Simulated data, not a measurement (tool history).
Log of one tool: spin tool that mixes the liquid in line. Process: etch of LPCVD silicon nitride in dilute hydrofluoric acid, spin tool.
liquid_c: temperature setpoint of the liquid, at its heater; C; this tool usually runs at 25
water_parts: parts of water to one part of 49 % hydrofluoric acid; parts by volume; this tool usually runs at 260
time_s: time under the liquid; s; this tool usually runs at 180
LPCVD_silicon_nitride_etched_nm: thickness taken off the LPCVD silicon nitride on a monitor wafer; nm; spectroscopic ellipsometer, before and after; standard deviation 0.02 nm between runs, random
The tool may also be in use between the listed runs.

run,hour,liquid_c,water_parts,time_s,wafers since the last listed run,hours since the thermometer was replaced,hours since the hydrofluoric acid flow meter was replaced,hours since the gauge calibration,"read-back film thickness of the LPCVD silicon nitride reference wafer, read on the same gauge (nm)",LPCVD_silicon_nitride_etched_nm
1,0,25,260,180,0,961.3,1664.2,470.1,120.007,0.383
2,49.5,25,260,180,338,1010.8,1713.7,519.6,119.993,0.442
3,170,25,260,180,822,1131.3,1834.2,640.1,119.981,0.411
4,236,25,260,180,450,1197.3,1900.2,706.1,119.996,0.38
5,299.7,25,260,140,435,1261,1963.9,769.8,120.001,0.335
6,405.5,25,260,140,722,1366.8,2069.7,875.6,120.021,0.32
# hour 434.1: gauge calibrated
7,501.3,25,260,140,654,1462.6,2165.5,67.2,119.998,0.307
# hour 555.2: hydrofluoric acid flow meter replaced
8,595.5,21,210,230,636,1556.8,40.3,161.4,120.014,0.471
9,667.5,20,260,180,491,1628.8,112.3,233.4,120.051,0.294
10,756,21,165,95,604,1717.3,200.8,321.9,119.975,0.252
# hour 765.7: thermometer replaced
11,845.1,28.5,260,220,601,79.4,289.9,411,119.989,0.623
12,949.4,22,260,180,712,183.7,394.2,515.3,120.051,0.353
13,1011.5,29.5,380,80,424,245.8,456.3,577.4,120.011,0.181
14,1055.9,21,165,95,303,290.2,500.7,621.8,120.032,0.266
15,1102.2,29.5,380,80,316,336.5,547,668.1,119.996,0.162

Run-by-run hidden state of the tool:
liquid hotter than its thermometer reads (K): 0 in every run
hydrofluoric acid flow below the setpoint (%): 0 in every run
gauge reads high (%): 0 in every run
